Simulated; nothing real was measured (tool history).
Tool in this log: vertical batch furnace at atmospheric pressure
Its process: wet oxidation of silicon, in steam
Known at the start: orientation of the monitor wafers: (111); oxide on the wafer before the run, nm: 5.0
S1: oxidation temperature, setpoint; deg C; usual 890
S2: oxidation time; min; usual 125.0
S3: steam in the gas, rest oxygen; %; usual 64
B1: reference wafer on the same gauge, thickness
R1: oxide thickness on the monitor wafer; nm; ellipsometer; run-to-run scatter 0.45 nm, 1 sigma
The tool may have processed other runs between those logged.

run,day,S1,S2,S3,B1,R1
1,0.000,890,125.0,64,249.15,224.99
2,0.775,890,125.0,64,248.90,224.07
3,1.362,890,125.0,64,248.92,224.35
4,2.192,890,166.0,73,249.01,309.48
5,2.696,890,166.0,73,249.12,310.41
6,3.429,890,166.0,73,248.92,308.50
# day 4.883: steam generator serviced
# day 5.850: thermocouples replaced and temperature profile calibrated
7,5.871,890,125.0,64,248.85,239.47
# day 6.042: gauge calibrated
8,6.108,890,125.0,60,248.83,227.57
9,6.346,890,125.0,64,249.10,238.21
10,6.588,890,125.0,64,248.95,239.10
11,6.825,909,125.0,73,249.04,321.22
12,7.062,884,150.0,70,249.02,276.47
13,7.821,906,107.0,64,249.11,252.30
14,8.275,890,125.0,70,249.09,256.50
15,8.838,876,82.0,60,248.98,134.15
16,9.788,890,125.0,68,249.19,249.90

Consider 3 possible next runs. They are alternatives, not a sequence: every one starts from the tool as it was left by run 16. What does each give?
A,10.029,890,125.0,64,?,?
B,10.029,890,90.5,64,?,?
C,10.029,890,70.5,73,?,?

run,B1,R1
A,248.93,238.68
B,248.93,184.37
C,248.93,167.42
Had the tool no hidden state, the same runs would have come out as:
run,R1
A,240.22
B,185.60
C,168.55
